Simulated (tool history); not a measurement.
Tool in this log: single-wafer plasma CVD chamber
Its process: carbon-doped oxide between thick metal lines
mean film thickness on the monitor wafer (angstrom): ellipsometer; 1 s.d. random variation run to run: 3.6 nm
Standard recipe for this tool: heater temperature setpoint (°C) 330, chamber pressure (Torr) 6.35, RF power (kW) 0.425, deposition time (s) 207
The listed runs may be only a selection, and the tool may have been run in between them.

run     day  heater temperature setpoint (°C)  chamber pressure (Torr)  RF power (kW)  deposition time (s)  read-back reference wafer on the same gauge, thickness_nm  mean film thickness on the monitor wafer (angstrom)
  1   0.000                               330                     6.35          0.425                  207                                                   1049.006                                              9909.33
  2   1.667                               330                     6.35          0.425                  207                                                   1050.624                                              9886.11
  3   3.617                               330                     6.35          0.425                  207                                                   1050.597                                              9850.02
  4   5.104                               330                     6.35          0.425                  207                                                   1052.900                                              9826.53
  5   7.621                               330                     6.35          0.425                  207                                                   1054.099                                              9897.31
  6   9.892                               330                     6.35          0.455                  207                                                   1055.749                                             10250.11
     10.550  -- RF generator calibrated
  7  11.946                               330                     6.35          0.485                  207                                                   1057.320                                             10698.36
  8  14.317                               326                     5.62          0.425                  207                                                   1059.337                                              9754.16
  9  15.879                               326                     5.62          0.425                  207                                                   1060.810                                              9763.35
     17.342  -- thermocouple changed; heater temperature recalibrated
 10  21.829                               330                     6.35          0.425                  207                                                   1065.016                                              9963.15
 11  23.983                               330                     6.35          0.425                  207                                                   1066.697                                              9932.34
 12  30.175                               330                     6.35          0.425                  192                                                   1070.741                                              9352.34
 13  32.342                               345                     7.25          0.425                  207                                                   1072.485                                              9853.24
     32.788  -- capacitance manometer re-zeroed and calibrated
 14  33.429                               330                     6.35          0.425                  207                                                   1072.647                                             10018.50
     35.467  -- showerhead replaced
     35.571  -- gauge calibrated
 15  35.929                               330                     7.49          0.425                  207                                                   1029.344                                              9835.52
 16  38.200                               339                     5.01          0.425                  184                                                   1030.621                                              7946.12
 17  40.696                               341                     6.35          0.470                  207                                                   1032.764                                              9903.22
 18  42.996                               321                     6.35          0.425                  183                                                   1035.225                                              8784.66
 19  45.821                               330                     6.35          0.425                  207                                                   1036.759                                              9724.73
 20  47.467                               330                     7.11          0.425                  234                                                   1037.945                                             11162.58
 21  49.029                               330                     6.35          0.425                  207                                                   1039.542                                              9718.54
 22  51.492                               330                     6.35          0.345                  207                                                   1040.507                                              8695.76
 23  52.767                               330                     4.80          0.425                  207                                                   1041.814                                              9179.07
 24  54.358                               344                     6.81          0.380                  207                                                   1043.142                                              8966.35
 25  55.438                               330                     7.19          0.390                  239                                                   1043.410                                             10919.83
 26  56.854                               335                     6.35          0.455                  207                                                   1044.773                                             10029.30
 27  59.679                               330                     5.28          0.425                  207                                                   1046.244                                              9390.05

5 ways to go on from here, each from the tool as it stands after run 27. What would each give?
  A  59.700                               330                     6.35          0.425                  207                                                          ?                                                    ?
  B  59.700                               330                     6.35          0.425                  183                                                          ?                                                    ?
  C  59.700                               330                     6.79          0.425                  192                                                          ?                                                    ?
  D  59.700                               330                     5.70          0.425                  207                                                          ?                                                    ?
  E  59.700                               341                     6.35          0.425                  230                                                          ?                                                    ?

run  read-back reference wafer on the same gauge, thickness_nm  mean film thickness on the monitor wafer (angstrom)
  A                                                   1047.425                                              9801.64
  B                                                   1047.425                                              8668.18
  C                                                   1047.425                                              9172.09
  D                                                   1047.425                                              9593.51
  E                                                   1047.425                                             10576.83
Had the tool no hidden state, the same runs would have come out as:
run  mean film thickness on the monitor wafer (angstrom)
  A                                              9671.89
  B                                              8553.44
  C                                              9050.68
  D                                              9466.52
  E                                             10436.82
